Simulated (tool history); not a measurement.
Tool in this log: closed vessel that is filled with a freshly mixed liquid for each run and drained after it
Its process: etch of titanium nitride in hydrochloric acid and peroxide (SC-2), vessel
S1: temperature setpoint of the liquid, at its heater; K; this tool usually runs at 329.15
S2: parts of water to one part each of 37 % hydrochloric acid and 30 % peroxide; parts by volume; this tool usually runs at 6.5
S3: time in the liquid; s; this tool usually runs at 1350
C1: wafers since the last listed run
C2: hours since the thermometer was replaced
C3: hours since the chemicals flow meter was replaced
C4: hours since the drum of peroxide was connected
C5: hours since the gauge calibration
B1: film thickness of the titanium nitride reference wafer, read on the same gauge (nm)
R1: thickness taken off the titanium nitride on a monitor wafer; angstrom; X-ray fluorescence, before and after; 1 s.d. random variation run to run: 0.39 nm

run   hour      S1   S2    S3   C1     C2      C3     C4     C5     B1      R1
  1    0.0  329.15  6.5  1350    0  496.8  2237.9  785.0  151.1  80.00   477.8
  2   12.6  329.15  6.5  1350  497  509.4  2250.5  797.6  163.7  80.00   483.8
  3   30.3  329.15  6.5  1350  698  527.1  2268.2  815.3  181.4  80.04   477.1
  4   46.1  329.15  6.5  1350  623  542.9  2284.0  831.1  197.2  80.02   489.1
  5   57.7  329.15  6.5  1350  457  554.5  2295.6  842.7  208.8  80.00   487.2
  6   74.8  329.15  6.5  1350  675  571.6  2312.7  859.8  225.9  79.99   482.4
  7   85.8  329.15  6.5  1350  434  582.6  2323.7  870.8  236.9  80.01   487.6
      88.3  -- thermometer replaced
  8  100.9  329.15  6.5  1350  556   12.6  2338.8  885.9  252.0  80.01   424.5
     114.5  -- chemicals flow meter replaced
  9  115.5  329.15  6.5  1350  536   27.2     1.0  900.5  266.6  79.97   436.6
 10  129.3  329.15  6.5  1350  544   41.0    14.8  914.3  280.4  79.98   439.3
     138.0  -- new drum of peroxide connected
 11  138.5  329.15  6.5  1350  323   50.2    24.0    0.5  289.6  80.02   439.0
 12  154.5  329.15  6.5  1350  631   66.2    40.0   16.5  305.6  79.99   438.6
 13  172.2  329.15  6.5  1350  698   83.9    57.7   34.2  323.3  80.01   440.6
     174.1  -- gauge calibrated
 14  185.0  336.15  5.0  1785  505   96.7    70.5   47.0   10.9  80.01  1103.0
 15  194.4  335.65  6.5  1350  371  106.1    79.9   56.4   20.3  79.98   656.3
 16  203.1  334.15  8.0  1015  343  114.8    88.6   65.1   29.0  80.00   385.2
 17  209.7  322.65  9.5  1720  260  121.4    95.2   71.7   35.6  80.02   270.6
 18  217.4  324.15  6.5   650  304  129.1   102.9   79.4   43.3  79.98   156.2
 19  226.2  329.15  6.5  1350  347  137.9   111.7   88.2   52.1  80.00   441.9
 20  236.9  325.65  9.5  2140  422  148.6   122.4   98.9   62.8  80.02   421.7
 21  250.0  334.65  4.5  1350  517  161.7   135.5  112.0   75.9  80.00   830.4
 22  257.7  334.15  8.5  1715  304  169.4   143.2  119.7   83.6  80.00   635.2

4 options for the next run, each taken on its own from the tool as it stands now. Forecast them:
  A  258.7  329.15  6.5  2155  39  170.4  144.2  120.7  84.6   ?   ?
  B  258.7  332.65  9.0  1350  39  170.4  144.2  120.7  84.6   ?   ?
  C  258.7  338.15  4.5  1350  39  170.4  144.2  120.7  84.6   ?   ?
  D  258.7  338.15  6.5   800  39  170.4  144.2  120.7  84.6   ?   ?

run     B1      R1
  A  80.00   721.2
  B  80.00   435.7
  C  80.00  1035.1
  D  80.00   469.0
With no hidden state in the tool, these same runs would have given:
run     R1
  A  691.3
  B  418.0
  C  994.4
  D  450.6
